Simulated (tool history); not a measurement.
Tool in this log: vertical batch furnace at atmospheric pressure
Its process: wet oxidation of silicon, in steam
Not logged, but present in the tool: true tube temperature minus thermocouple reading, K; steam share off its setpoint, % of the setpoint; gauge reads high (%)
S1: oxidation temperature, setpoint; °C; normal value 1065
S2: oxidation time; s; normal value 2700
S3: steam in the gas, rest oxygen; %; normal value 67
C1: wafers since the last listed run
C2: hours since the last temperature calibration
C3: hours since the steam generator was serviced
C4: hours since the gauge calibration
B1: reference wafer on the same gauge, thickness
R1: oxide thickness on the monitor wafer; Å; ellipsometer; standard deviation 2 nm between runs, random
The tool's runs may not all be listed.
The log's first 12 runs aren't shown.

run     day    S1    S2  S3    C1      C2      C3      C4      B1      R1
 13  29.950  1065  2700  67  1162  3621.2   601.2    92.5  453.34  4538.4
 14  31.958  1065  2700  67   834  3669.4   649.4   140.7  452.31  4584.0
 15  34.629  1072  2700  78  1109  3733.5   713.5   204.8  452.66  5117.4
 16  35.933  1065  2700  67   541  3764.8   744.8   236.1  452.34  4568.1
 17  38.854  1052  3360  76  1212  3834.9   814.9   306.2  453.41  5237.9
     40.917  -- thermocouples replaced and temperature profile calibrated
 18  40.938  1065  2700  67   449     0.5   864.9   356.2  453.37  4565.2
 19  42.550  1065  2700  56   669    39.2   903.6   394.9  452.85  4110.7
 20  43.567  1044  1410  78   422    63.6   928.0   419.3  452.91  3035.9
 21  45.754  1065  3600  60   908   116.1   980.5   471.8  454.25  5024.4
 22  48.654  1065  2700  67  1204   185.7  1050.1   541.4  452.64  4591.9
 23  50.238  1065  2700  67   657   223.7  1088.1   579.4  452.01  4534.4
 24  57.079  1090  2700  72  2841   387.9  1252.3   743.6  453.26  5222.8
 25  58.975  1077  3630  70   787   433.4  1297.8   789.1  452.80  5790.1
 26  61.725  1050  2700  67  1142   499.4  1363.8   855.1  452.85  4276.0
     63.592  -- steam generator serviced
 27  63.612  1065  2700  67   368   544.7     0.5   900.4  452.45  4519.0
 28  65.175  1082  1710  60   648   582.2    38.0   937.9  453.09  3530.3
 29  67.517  1045  3750  59   972   638.4    94.2   994.1  453.73  4655.6
 30  69.925  1065  2700  67  1000   696.2   152.0  1051.9  452.78  4529.0
 31  72.800  1065  2700  67  1193   765.2   221.0  1120.9  452.35  4585.3
 32  75.396  1065  2700  67  1078   827.5   283.3  1183.2  453.01  4538.7
 33  77.883  1043  2700  76  1033   887.2   343.0  1242.9  452.79  4436.4
 34  80.633  1065  3990  67  1142   953.2   409.0  1308.9  452.29  5715.8
 35  82.850  1053  2070  72   920  1006.4   462.2  1362.1  453.07  3811.4
 36  83.950  1065  2070  75   456  1032.8   488.6  1388.5  453.42  4188.2
 37  86.500  1077  2700  74  1058  1094.0   549.8  1449.7  453.30  5019.5

What if the next run were any one of these 5? Each begins from the tool's condition after run 37:
  A  86.675  1065  2700  67  72  1098.2  554.0  1453.9   ?   ?
  B  86.675  1042  1950  57  72  1098.2  554.0  1453.9   ?   ?
  C  86.675  1065  1740  77  72  1098.2  554.0  1453.9   ?   ?
  D  86.675  1087  2700  77  72  1098.2  554.0  1453.9   ?   ?
  E  86.675  1041  1410  60  72  1098.2  554.0  1453.9   ?   ?

run      B1      R1
  A  452.88  4577.4
  B  452.88  3058.5
  C  452.88  3847.8
  D  452.88  5407.8
  E  452.88  2560.6
The same runs, with their run-to-run variation unchanged, on a tool lacking any hidden condition would have given:
run      R1
  A  4577.4
  B  3058.5
  C  3847.8
  D  5407.8
  E  2560.6
